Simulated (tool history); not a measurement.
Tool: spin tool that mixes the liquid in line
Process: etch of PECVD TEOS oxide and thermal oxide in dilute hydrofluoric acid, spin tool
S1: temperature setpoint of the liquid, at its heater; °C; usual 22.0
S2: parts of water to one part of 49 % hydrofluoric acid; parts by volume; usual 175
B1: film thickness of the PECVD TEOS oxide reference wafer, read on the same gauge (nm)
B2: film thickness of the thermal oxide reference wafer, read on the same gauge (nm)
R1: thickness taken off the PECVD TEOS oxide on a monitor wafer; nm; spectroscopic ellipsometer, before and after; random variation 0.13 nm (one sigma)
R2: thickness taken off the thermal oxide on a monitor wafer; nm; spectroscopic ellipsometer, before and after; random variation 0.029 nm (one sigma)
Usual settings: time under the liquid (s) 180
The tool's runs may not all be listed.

run 1 hour=0.0 | S1=22.0 S2=220 time_under_the_liquid_(s)=125 | B1=50.03 B2=130.004 | R1=11.12 R2=2.423
run 2 hour=35.1 | S1=22.0 S2=220 time_under_the_liquid_(s)=125 | B1=49.99 B2=130.010 | R1=11.10 R2=2.402
run 3 hour=82.7 | S1=22.0 S2=220 time_under_the_liquid_(s)=125 | B1=49.98 B2=130.001 | R1=10.99 R2=2.399
run 4 hour=109.8 | S1=22.0 S2=175 time_under_the_liquid_(s)=180 | B1=50.00 B2=130.004 | R1=20.60 R2=4.569
run 5 hour=177.1 | S1=22.0 S2=175 time_under_the_liquid_(s)=180 | B1=50.02 B2=130.015 | R1=20.78 R2=4.565
run 6 hour=221.9 | S1=22.0 S2=175 time_under_the_liquid_(s)=180 | B1=50.02 B2=129.997 | R1=20.60 R2=4.534
run 7 hour=255.7 | S1=22.0 S2=175 time_under_the_liquid_(s)=135 | B1=50.00 B2=130.012 | R1=15.63 R2=3.399
run 8 hour=327.2 | S1=22.0 S2=175 time_under_the_liquid_(s)=135 | B1=49.98 B2=130.007 | R1=15.56 R2=3.400
run 9 hour=384.4 | S1=22.0 S2=175 time_under_the_liquid_(s)=180 | B1=50.02 B2=130.012 | R1=20.82 R2=4.544
run 10 hour=438.3 | S1=22.0 S2=175 time_under_the_liquid_(s)=240 | B1=49.97 B2=129.994 | R1=27.91 R2=6.117
-- hour=478.1 thermometer replaced
run 11 hour=487.0 | S1=22.0 S2=175 time_under_the_liquid_(s)=240 | B1=50.00 B2=129.975 | R1=29.55 R2=6.516
-- hour=535.8 gauge calibrated
run 12 hour=539.7 | S1=22.0 S2=175 time_under_the_liquid_(s)=180 | B1=50.00 B2=130.006 | R1=22.12 R2=4.868
run 13 hour=593.7 | S1=25.5 S2=175 time_under_the_liquid_(s)=70 | B1=50.02 B2=130.008 | R1=9.90 R2=2.163
run 14 hour=725.6 | S1=26.0 S2=175 time_under_the_liquid_(s)=120 | B1=50.01 B2=130.002 | R1=17.11 R2=3.773
run 15 hour=770.9 | S1=20.0 S2=175 time_under_the_liquid_(s)=110 | B1=50.01 B2=129.989 | R1=12.50 R2=2.770
-- hour=812.6 hydrofluoric acid flow meter replaced
run 16 hour=889.1 | S1=17.5 S2=260 time_under_the_liquid_(s)=270 | B1=49.98 B2=130.001 | R1=14.94 R2=3.274
run 17 hour=953.1 | S1=22.0 S2=100 time_under_the_liquid_(s)=280 | B1=50.03 B2=129.996 | R1=55.93 R2=12.333
run 18 hour=1055.0 | S1=25.5 S2=175 time_under_the_liquid_(s)=70 | B1=49.98 B2=130.001 | R1=8.48 R2=1.871
run 19 hour=1097.0 | S1=22.0 S2=175 time_under_the_liquid_(s)=180 | B1=49.99 B2=130.008 | R1=18.81 R2=4.154
run 20 hour=1125.2 | S1=19.5 S2=225 time_under_the_liquid_(s)=100 | B1=49.99 B2=129.995 | R1=7.12 R2=1.578
run 21 hour=1181.3 | S1=22.0 S2=175 time_under_the_liquid_(s)=180 | B1=50.00 B2=130.001 | R1=19.03 R2=4.200
run 22 hour=1236.6 | S1=19.5 S2=140 time_under_the_liquid_(s)=180 | B1=50.03 B2=130.019 | R1=22.22 R2=4.904
run 23 hour=1341.2 | S1=22.0 S2=175 time_under_the_liquid_(s)=180 | B1=50.06 B2=129.996 | R1=18.81 R2=4.191
run 24 hour=1373.9 | S1=22.0 S2=175 time_under_the_liquid_(s)=110 | B1=49.99 B2=129.978 | R1=11.68 R2=2.534

Forecast each of these 5 alternatives for the next run:
run A hour=1374.4 | S1=22.0 S2=175 time_under_the_liquid_(s)=180 | B1=? B2=? | R1=? R2=?
run B hour=1374.4 | S1=17.0 S2=255 time_under_the_liquid_(s)=180 | B1=? B2=? | R1=? R2=?
run C hour=1374.4 | S1=22.0 S2=175 time_under_the_liquid_(s)=150 | B1=? B2=? | R1=? R2=?
run D hour=1374.4 | S1=19.5 S2=245 time_under_the_liquid_(s)=275 | B1=? B2=? | R1=? R2=?
run E hour=1374.4 | S1=17.0 S2=175 time_under_the_liquid_(s)=180 | B1=? B2=? | R1=? R2=?

run=A B1=49.97 B2=130.006 R1=19.14 R2=4.153
run=B B1=49.97 B2=130.006 R1=10.04 R2=2.178
run=C B1=49.97 B2=130.006 R1=15.95 R2=3.461
run=D B1=49.97 B2=130.006 R1=17.76 R2=3.853
run=E B1=49.97 B2=130.006 R1=15.65 R2=3.395
Without the tool's hidden state the same runs would have given:
run=A R1=19.76 R2=4.287
run=B R1=10.36 R2=2.248
run=C R1=16.47 R2=3.572
run=D R1=18.29 R2=3.969
run=E R1=16.23 R2=3.520
